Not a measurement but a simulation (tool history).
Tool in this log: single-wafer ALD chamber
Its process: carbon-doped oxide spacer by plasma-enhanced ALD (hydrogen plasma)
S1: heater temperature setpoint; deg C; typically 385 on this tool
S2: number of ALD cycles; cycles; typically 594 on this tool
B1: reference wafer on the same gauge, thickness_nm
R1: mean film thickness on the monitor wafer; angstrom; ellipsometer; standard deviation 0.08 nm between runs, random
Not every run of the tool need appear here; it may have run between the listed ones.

Run 1, hour 0.0: usual settings but S1 391 deg C, S2 523 cycles; B1 27.504. Result: R1 282.70 angstrom.
Run 2, hour 88.3: usual settings but S1 391 deg C, S2 523 cycles; B1 27.509. Result: R1 283.33 angstrom.
Run 3, hour 259.3: usual settings but S1 391 deg C, S2 523 cycles; B1 27.516. Result: R1 283.52 angstrom.
Run 4, hour 314.0: usual settings; B1 27.489. Result: R1 323.37 angstrom.
Run 5, hour 421.5: usual settings; B1 27.522. Result: R1 321.87 angstrom.
Run 6, hour 492.7: usual settings; B1 27.489. Result: R1 321.69 angstrom.
Run 7, hour 573.2: usual settings; B1 27.496. Result: R1 320.68 angstrom.
Run 8, hour 678.7: usual settings; B1 27.500. Result: R1 321.16 angstrom.
Run 9, hour 805.5: usual settings; B1 27.497. Result: R1 322.66 angstrom.
Run 10, hour 855.3: usual settings; B1 27.516. Result: R1 320.36 angstrom.
Run 11, hour 930.3: usual settings; B1 27.483. Result: R1 323.05 angstrom.
Run 12, hour 1003.3: usual settings; B1 27.511. Result: R1 320.91 angstrom.
Run 13, hour 1063.6: usual settings but S2 542 cycles; B1 27.490. Result: R1 294.26 angstrom.
Run 14, hour 1108.8: usual settings but S1 389 deg C, S2 650 cycles; B1 27.493. Result: R1 351.27 angstrom.
At hour 1136.4: gauge calibrated.
Run 15, hour 1198.3: usual settings but S1 399 deg C, S2 690 cycles; B1 27.493. Result: R1 374.26 angstrom.
Run 16, hour 1240.6: usual settings but S1 375 deg C, S2 553 cycles; B1 27.501. Result: R1 299.33 angstrom.
At hour 1300.2: thermocouple changed; heater temperature recalibrated.
Run 17, hour 1316.7: usual settings but S2 528 cycles; B1 27.515. Result: R1 286.22 angstrom.
Run 18, hour 1355.1: usual settings but S1 390 deg C, S2 485 cycles; B1 27.496. Result: R1 263.24 angstrom.
Run 19, hour 1428.2: usual settings; B1 27.473. Result: R1 322.83 angstrom.
Run 20, hour 1507.5: usual settings but S1 395 deg C, S2 494 cycles; B1 27.490. Result: R1 267.12 angstrom.
Run 21, hour 1574.4: usual settings but S1 381 deg C, S2 667 cycles; B1 27.473. Result: R1 361.41 angstrom.
Run 22, hour 1629.7: usual settings but S1 377 deg C, S2 683 cycles; B1 27.489. Result: R1 369.82 angstrom.
Run 23, hour 1724.1: usual settings but S1 381 deg C, S2 667 cycles; B1 27.484. Result: R1 360.79 angstrom.
Run 24, hour 2025.8: usual settings; B1 27.515. Result: R1 321.76 angstrom.
Run 25, hour 2095.9: usual settings but S1 389 deg C, S2 508 cycles; B1 27.489. Result: R1 275.71 angstrom.

Alternative continuations, all from the tool just after run 25; predict every row:
Run A, hour 2097.2: usual settings; B1 ?. Result: R1 ?.
Run B, hour 2097.2: usual settings but S1 397 deg C, S2 558 cycles; B1 ?. Result: R1 ?.
Run C, hour 2097.2: usual settings but S1 394 deg C, S2 672 cycles; B1 ?. Result: R1 ?.

run      B1      R1
  A  27.490  321.26
  B  27.490  301.79
  C  27.490  363.44
Without the tool's hidden state the same runs would have given:
run      R1
  A  321.26
  B  301.79
  C  363.44
